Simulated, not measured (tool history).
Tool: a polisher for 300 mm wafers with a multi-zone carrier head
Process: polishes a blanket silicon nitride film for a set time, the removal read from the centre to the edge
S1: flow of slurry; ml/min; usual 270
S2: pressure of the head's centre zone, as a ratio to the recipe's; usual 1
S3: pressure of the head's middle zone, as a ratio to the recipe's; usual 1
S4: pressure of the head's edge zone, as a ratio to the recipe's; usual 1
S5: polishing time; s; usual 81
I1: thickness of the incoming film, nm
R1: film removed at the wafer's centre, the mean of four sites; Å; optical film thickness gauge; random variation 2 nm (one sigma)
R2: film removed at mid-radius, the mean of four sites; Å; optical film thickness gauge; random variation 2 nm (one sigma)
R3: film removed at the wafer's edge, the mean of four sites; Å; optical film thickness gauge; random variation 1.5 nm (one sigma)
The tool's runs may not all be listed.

{"run": 1, "hour": 0.0, "S1": 270, "S2": 1, "S3": 1.09, "S4": 1, "S5": 81, "I1": 690.3, "R1": 1432, "R2": 1491, "R3": 1408}
{"run": 2, "hour": 31.6, "S1": 270, "S2": 1, "S3": 1.09, "S4": 1, "S5": 81, "I1": 687.9, "R1": 1434, "R2": 1517, "R3": 1401}
{"hour": 45.7, "done": "edge zone pressure recalibrated"}
{"hour": 71.2, "done": "slurry nozzle cleaned"}
{"run": 3, "hour": 80.2, "S1": 270, "S2": 1, "S3": 1.09, "S4": 1, "S5": 81, "I1": 689.2, "R1": 1394, "R2": 1421, "R3": 1384}
{"run": 4, "hour": 133.1, "S1": 270, "S2": 1, "S3": 1, "S4": 0.95, "S5": 81, "I1": 676.3, "R1": 1305, "R2": 1294, "R3": 1309}
{"hour": 182.6, "done": "worn pad replaced by a new one"}
{"run": 5, "hour": 203.3, "S1": 270, "S2": 1, "S3": 1, "S4": 1, "S5": 81, "I1": 699.8, "R1": 1423, "R2": 1424, "R3": 1404}
{"run": 6, "hour": 253.2, "S1": 270, "S2": 1, "S3": 1, "S4": 1, "S5": 81, "I1": 695.7, "R1": 1411, "R2": 1363, "R3": 1383}
{"run": 7, "hour": 301.7, "S1": 270, "S2": 1, "S3": 1, "S4": 1, "S5": 81, "I1": 688.9, "R1": 1359, "R2": 1335, "R3": 1361}
{"run": 8, "hour": 371.8, "S1": 270, "S2": 1, "S3": 1, "S4": 1, "S5": 81, "I1": 684.3, "R1": 1334, "R2": 1312, "R3": 1327}
{"hour": 390.3, "done": "worn pad replaced by a new one"}
{"hour": 411.3, "done": "carrier head's membrane replaced by a new one, of another model than before"}
{"run": 9, "hour": 466.9, "S1": 270, "S2": 1, "S3": 1, "S4": 1, "S5": 81, "I1": 697.5, "R1": 1426, "R2": 1386, "R3": 1406}
{"run": 10, "hour": 505.3, "S1": 270, "S2": 1, "S3": 1.09, "S4": 1, "S5": 81, "I1": 690.2, "R1": 1389, "R2": 1518, "R3": 1383}
{"hour": 539.9, "done": "centre zone pressure recalibrated"}
{"hour": 586.0, "done": "worn pad replaced by a new one"}
{"hour": 640.1, "done": "slurry nozzle cleaned"}
{"run": 11, "hour": 668.0, "S1": 270, "S2": 1, "S3": 1.09, "S4": 1.11, "S5": 99, "I1": 698.1, "R1": 1740, "R2": 1867, "R3": 1813}
{"hour": 701.1, "done": "edge zone pressure recalibrated"}
{"run": 12, "hour": 711.3, "S1": 355, "S2": 1, "S3": 1, "S4": 1, "S5": 58, "I1": 683.6, "R1": 1051, "R2": 993, "R3": 996}
{"run": 13, "hour": 747.5, "S1": 270, "S2": 1, "S3": 1, "S4": 0.93, "S5": 81, "I1": 699.1, "R1": 1386, "R2": 1311, "R3": 1309}
{"hour": 759.5, "done": "worn pad replaced by a new one"}
{"run": 14, "hour": 784.8, "S1": 270, "S2": 1, "S3": 1, "S4": 0.97, "S5": 81, "I1": 689.2, "R1": 1452, "R2": 1405, "R3": 1400}
{"run": 15, "hour": 844.3, "S1": 270, "S2": 1.07, "S3": 0.92, "S4": 0.97, "S5": 81, "I1": 687.2, "R1": 1490, "R2": 1246, "R3": 1391}
{"run": 16, "hour": 912.1, "S1": 270, "S2": 1, "S3": 1.09, "S4": 1, "S5": 81, "I1": 682.1, "R1": 1340, "R2": 1492, "R3": 1374}
{"hour": 939.1, "done": "worn pad replaced by a new one"}
{"run": 17, "hour": 939.6, "S1": 335, "S2": 0.93, "S3": 0.92, "S4": 1.06, "S5": 81, "I1": 692.2, "R1": 1400, "R2": 1295, "R3": 1498}
{"run": 18, "hour": 970.9, "S1": 365, "S2": 1, "S3": 0.89, "S4": 1.11, "S5": 81, "I1": 689.2, "R1": 1482, "R2": 1214, "R3": 1516}

Hidden state or all else? Some run-to-run changes of R1, split into what the settings, what came in and random variation would give without the hidden state, and what is left for the hidden state (with any gauge scatter that isn't in both results):
The hidden state here: removal rate lost through wear of the pad, %; slurry flow missing at the pad, %; deviation of the centre zone's pressure from its setpoint, %; deviation of the edge zone's pressure from its setpoint, %.
Run 8 -> 9: worn pad replaced by a new one, carrier head's membrane replaced by a new one, of another model than before. R1 +92 Å: hidden state +90, all else +2.
Run 11 -> 12: S1 270 -> 355, S3 1.09 -> 1, S4 1.11 -> 1, S5 99 -> 58, edge zone pressure recalibrated. R1 -689 Å: hidden state -6, all else -683.
